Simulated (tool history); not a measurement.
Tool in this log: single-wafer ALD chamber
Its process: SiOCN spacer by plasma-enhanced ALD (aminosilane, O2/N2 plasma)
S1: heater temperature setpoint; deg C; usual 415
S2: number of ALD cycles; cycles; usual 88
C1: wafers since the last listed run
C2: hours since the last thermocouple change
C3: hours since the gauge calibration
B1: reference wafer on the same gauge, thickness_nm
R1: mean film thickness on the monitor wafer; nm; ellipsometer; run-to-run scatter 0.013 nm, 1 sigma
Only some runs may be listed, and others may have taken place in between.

run 1 hour=0 | S1=415 S2=88 | C1=0 C2=1799.1 C3=29.4 | B1=5.802 | R1=5.168
run 2 hour=12.6 | S1=415 S2=88 | C1=39 C2=1811.7 C3=42 | B1=5.803 | R1=5.167
run 3 hour=22 | S1=415 S2=88 | C1=29 C2=1821.1 C3=51.4 | B1=5.804 | R1=5.159
run 4 hour=72.7 | S1=415 S2=88 | C1=158 C2=1871.8 C3=102.1 | B1=5.807 | R1=5.178
run 5 hour=86.2 | S1=426 S2=84 | C1=42 C2=1885.3 C3=115.6 | B1=5.801 | R1=4.764
run 6 hour=93.5 | S1=415 S2=80 | C1=22 C2=1892.6 C3=122.9 | B1=5.803 | R1=4.686
run 7 hour=106.6 | S1=415 S2=80 | C1=40 C2=1905.7 C3=136 | B1=5.801 | R1=4.691
run 8 hour=117.9 | S1=415 S2=72 | C1=35 C2=1917 C3=147.3 | B1=5.802 | R1=4.233
-- hour=122.1 gauge calibrated
run 9 hour=127.3 | S1=415 S2=75 | C1=29 C2=1926.4 C3=5.2 | B1=5.801 | R1=4.412
run 10 hour=141.2 | S1=424 S2=75 | C1=43 C2=1940.3 C3=19.1 | B1=5.802 | R1=4.295
run 11 hour=152 | S1=415 S2=88 | C1=33 C2=1951.1 C3=29.9 | B1=5.802 | R1=5.183
-- hour=167.9 thermocouple changed; heater temperature recalibrated
run 12 hour=194.7 | S1=403 S2=105 | C1=108 C2=26.8 C3=72.6 | B1=5.797 | R1=6.379
run 13 hour=208.5 | S1=403 S2=71 | C1=43 C2=40.6 C3=86.4 | B1=5.803 | R1=4.317
run 14 hour=224.7 | S1=409 S2=101 | C1=50 C2=56.8 C3=102.6 | B1=5.799 | R1=6.042

Predict each of these 4 candidate next runs independently; none follows another, all start after run 14:
run A hour=225.3 | S1=421 S2=88 | C1=1 C2=57.4 C3=103.2 | B1=? | R1=?
run B hour=225.3 | S1=400 S2=76 | C1=1 C2=57.4 C3=103.2 | B1=? | R1=?
run C hour=225.3 | S1=425 S2=88 | C1=1 C2=57.4 C3=103.2 | B1=? | R1=?
run D hour=225.3 | S1=402 S2=99 | C1=1 C2=57.4 C3=103.2 | B1=? | R1=?

run=A B1=5.799 R1=5.078
run=B B1=5.799 R1=4.644
run=C B1=5.799 R1=5.021
run=D B1=5.799 R1=6.018
What these runs would have given with no unlogged condition in the tool:
run=A R1=5.078
run=B R1=4.644
run=C R1=5.021
run=D R1=6.018
